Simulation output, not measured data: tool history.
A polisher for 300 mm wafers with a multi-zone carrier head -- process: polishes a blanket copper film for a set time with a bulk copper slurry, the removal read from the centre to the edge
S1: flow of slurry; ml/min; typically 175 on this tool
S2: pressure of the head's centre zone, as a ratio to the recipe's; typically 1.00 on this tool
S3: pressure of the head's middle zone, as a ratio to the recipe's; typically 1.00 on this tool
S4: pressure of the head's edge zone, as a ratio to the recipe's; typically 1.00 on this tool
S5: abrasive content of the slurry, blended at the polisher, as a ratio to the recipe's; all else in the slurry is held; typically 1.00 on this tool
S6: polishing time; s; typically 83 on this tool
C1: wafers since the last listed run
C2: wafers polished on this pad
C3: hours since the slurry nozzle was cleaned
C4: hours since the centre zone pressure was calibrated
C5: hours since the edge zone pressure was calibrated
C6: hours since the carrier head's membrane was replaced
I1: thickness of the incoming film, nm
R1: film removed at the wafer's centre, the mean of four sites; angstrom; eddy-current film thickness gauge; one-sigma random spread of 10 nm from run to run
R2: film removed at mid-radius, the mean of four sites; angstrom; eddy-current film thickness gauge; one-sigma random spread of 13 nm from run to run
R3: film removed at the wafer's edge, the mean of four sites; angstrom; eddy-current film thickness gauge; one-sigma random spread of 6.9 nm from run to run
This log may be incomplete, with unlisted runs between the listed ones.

{"run": 1, "hour": 0.0, "S1": 175, "S2": 1.0, "S3": 1.0, "S4": 1.0, "S5": 1.0, "S6": 83, "C1": 0, "C2": 1712, "C3": 319.3, "C4": 616.6, "C5": 258.3, "C6": 83.5, "I1": 3664.8, "R1": 8936, "R2": 9567, "R3": 9463}
{"hour": 24.7, "done": "slurry nozzle cleaned"}
{"run": 2, "hour": 46.5, "S1": 175, "S2": 1.0, "S3": 1.0, "S4": 1.0, "S5": 1.0, "S6": 83, "C1": 286, "C2": 1999, "C3": 21.8, "C4": 663.1, "C5": 304.8, "C6": 130.0, "I1": 3602.6, "R1": 8902, "R2": 9699, "R3": 9499}
{"hour": 58.4, "done": "worn pad replaced by a new one"}
{"run": 3, "hour": 76.4, "S1": 175, "S2": 1.0, "S3": 0.89, "S4": 1.0, "S5": 1.0, "S6": 83, "C1": 163, "C2": 113, "C3": 51.7, "C4": 693.0, "C5": 334.7, "C6": 159.9, "I1": 3629.7, "R1": 8705, "R2": 9008, "R3": 9564}
{"run": 4, "hour": 117.1, "S1": 175, "S2": 1.0, "S3": 1.0, "S4": 0.94, "S5": 1.0, "S6": 83, "C1": 256, "C2": 369, "C3": 92.4, "C4": 733.7, "C5": 375.4, "C6": 200.6, "I1": 3683.1, "R1": 8815, "R2": 9952, "R3": 9205}
{"hour": 171.6, "done": "edge zone pressure recalibrated"}
{"run": 5, "hour": 171.9, "S1": 175, "S2": 1.0, "S3": 0.96, "S4": 1.08, "S5": 1.0, "S6": 106, "C1": 332, "C2": 702, "C3": 147.2, "C4": 788.5, "C5": 0.3, "C6": 255.4, "I1": 3594.7, "R1": 11359, "R2": 11878, "R3": 12671}
{"run": 6, "hour": 310.6, "S1": 175, "S2": 1.0, "S3": 1.0, "S4": 1.0, "S5": 1.0, "S6": 83, "C1": 874, "C2": 1576, "C3": 285.9, "C4": 927.2, "C5": 139.0, "C6": 394.1, "I1": 3609.7, "R1": 8957, "R2": 9605, "R3": 9416}
{"run": 7, "hour": 347.8, "S1": 195, "S2": 1.0, "S3": 1.05, "S4": 1.0, "S5": 1.0, "S6": 83, "C1": 234, "C2": 1811, "C3": 323.1, "C4": 964.4, "C5": 176.2, "C6": 431.3, "I1": 3626.0, "R1": 8930, "R2": 10376, "R3": 9615}
{"hour": 399.6, "done": "carrier head's membrane replaced by a new one"}
{"run": 8, "hour": 400.1, "S1": 145, "S2": 1.0, "S3": 1.0, "S4": 1.0, "S5": 1.0, "S6": 83, "C1": 298, "C2": 2109, "C3": 375.4, "C4": 1016.7, "C5": 228.5, "C6": 0.5, "I1": 3630.2, "R1": 8525, "R2": 9189, "R3": 9155}
{"hour": 403.8, "done": "slurry nozzle cleaned"}
{"hour": 409.6, "done": "centre zone pressure recalibrated"}
{"hour": 420.7, "done": "worn pad replaced by a new one"}
{"run": 9, "hour": 437.7, "S1": 155, "S2": 0.91, "S3": 1.0, "S4": 1.0, "S5": 1.15, "S6": 83, "C1": 192, "C2": 106, "C3": 33.9, "C4": 28.1, "C5": 266.1, "C6": 38.1, "I1": 3641.6, "R1": 8841, "R2": 9728, "R3": 9486}
{"hour": 499.9, "done": "edge zone pressure recalibrated"}
{"run": 10, "hour": 506.5, "S1": 175, "S2": 1.0, "S3": 0.96, "S4": 1.0, "S5": 0.75, "S6": 108, "C1": 421, "C2": 527, "C3": 102.7, "C4": 96.9, "C5": 6.6, "C6": 106.9, "I1": 3672.5, "R1": 11650, "R2": 11706, "R3": 11700}
{"run": 11, "hour": 577.2, "S1": 175, "S2": 1.0, "S3": 1.0, "S4": 1.0, "S5": 1.0, "S6": 83, "C1": 445, "C2": 973, "C3": 173.4, "C4": 167.6, "C5": 77.3, "C6": 177.6, "I1": 3641.2, "R1": 9091, "R2": 9472, "R3": 9569}
{"run": 12, "hour": 605.7, "S1": 175, "S2": 1.0, "S3": 0.91, "S4": 1.0, "S5": 1.0, "S6": 64, "C1": 179, "C2": 1153, "C3": 201.9, "C4": 196.1, "C5": 105.8, "C6": 206.1, "I1": 3588.9, "R1": 7185, "R2": 6944, "R3": 7315}
{"run": 13, "hour": 671.8, "S1": 175, "S2": 1.0, "S3": 1.0, "S4": 1.0, "S5": 1.0, "S6": 107, "C1": 416, "C2": 1569, "C3": 268.0, "C4": 262.2, "C5": 171.9, "C6": 272.2, "I1": 3700.7, "R1": 11822, "R2": 12483, "R3": 12264}
{"run": 14, "hour": 741.1, "S1": 175, "S2": 1.0, "S3": 1.0, "S4": 1.0, "S5": 1.0, "S6": 83, "C1": 436, "C2": 2006, "C3": 337.3, "C4": 331.5, "C5": 241.2, "C6": 341.5, "I1": 3653.8, "R1": 8879, "R2": 9805, "R3": 9382}
{"run": 15, "hour": 780.6, "S1": 175, "S2": 1.0, "S3": 0.96, "S4": 1.08, "S5": 1.0, "S6": 106, "C1": 248, "C2": 2255, "C3": 376.8, "C4": 371.0, "C5": 280.7, "C6": 381.0, "I1": 3667.9, "R1": 11523, "R2": 12206, "R3": 12570}
{"hour": 790.5, "done": "worn pad replaced by a new one"}
{"hour": 800.7, "done": "slurry nozzle cleaned"}
{"run": 16, "hour": 813.3, "S1": 175, "S2": 1.0, "S3": 1.0, "S4": 0.89, "S5": 1.1, "S6": 83, "C1": 174, "C2": 137, "C3": 12.6, "C4": 403.7, "C5": 313.4, "C6": 413.7, "I1": 3621.5, "R1": 9343, "R2": 9924, "R3": 9205}
{"run": 17, "hour": 878.6, "S1": 175, "S2": 1.0, "S3": 1.0, "S4": 1.0, "S5": 1.0, "S6": 83, "C1": 411, "C2": 548, "C3": 77.9, "C4": 469.0, "C5": 378.7, "C6": 479.0, "I1": 3620.9, "R1": 8867, "R2": 9856, "R3": 9554}
{"hour": 891.0, "done": "carrier head's membrane replaced by a new one"}
{"hour": 897.4, "done": "edge zone pressure recalibrated"}
{"run": 18, "hour": 909.7, "S1": 175, "S2": 1.0, "S3": 0.92, "S4": 1.0, "S5": 0.9, "S6": 56, "C1": 151, "C2": 700, "C3": 109.0, "C4": 500.1, "C5": 12.3, "C6": 18.7, "I1": 3629.6, "R1": 5867, "R2": 5983, "R3": 6321}
{"run": 19, "hour": 976.4, "S1": 175, "S2": 0.88, "S3": 0.88, "S4": 1.0, "S5": 1.0, "S6": 83, "C1": 420, "C2": 1121, "C3": 175.7, "C4": 566.8, "C5": 79.0, "C6": 85.4, "I1": 3575.3, "R1": 7932, "R2": 8791, "R3": 9551}
{"run": 20, "hour": 1041.5, "S1": 175, "S2": 0.94, "S3": 1.0, "S4": 0.93, "S5": 1.1, "S6": 83, "C1": 410, "C2": 1531, "C3": 240.8, "C4": 631.9, "C5": 144.1, "C6": 150.5, "I1": 3696.9, "R1": 8501, "R2": 10238, "R3": 9372}

A few steps of R1 between consecutive runs. Split each: what settings, incoming material and random variation would produce without the hidden state, and what is left over for the hidden state, along with gauge scatter present in only one of the two compared results (measured, and without hidden state):
Hidden conditions of the tool in this case: removal rate lost through wear of the pad, %; slurry flow missing at the pad, %; deviation of the centre zone's pressure from its setpoint, %; deviation of the edge zone's pressure from its setpoint, %.
Run 8 -> 9: S1 145 -> 155, S2 1.00 -> 0.91, S5 1.00 -> 1.15, slurry nozzle cleaned, centre zone pressure recalibrated, worn pad replaced by a new one. R1 +316 angstrom: hidden state +717, all else -401.
Run 12 -> 13: S3 0.91 -> 1.00, S6 64 -> 107. R1 +4637 angstrom: hidden state -378, all else +5015.
Run 17 -> 18: S3 1.00 -> 0.92, S5 1.00 -> 0.90, S6 83 -> 56, carrier head's membrane replaced by a new one, edge zone pressure recalibrated. R1 -3000 angstrom: hidden state +252, all else -3252.
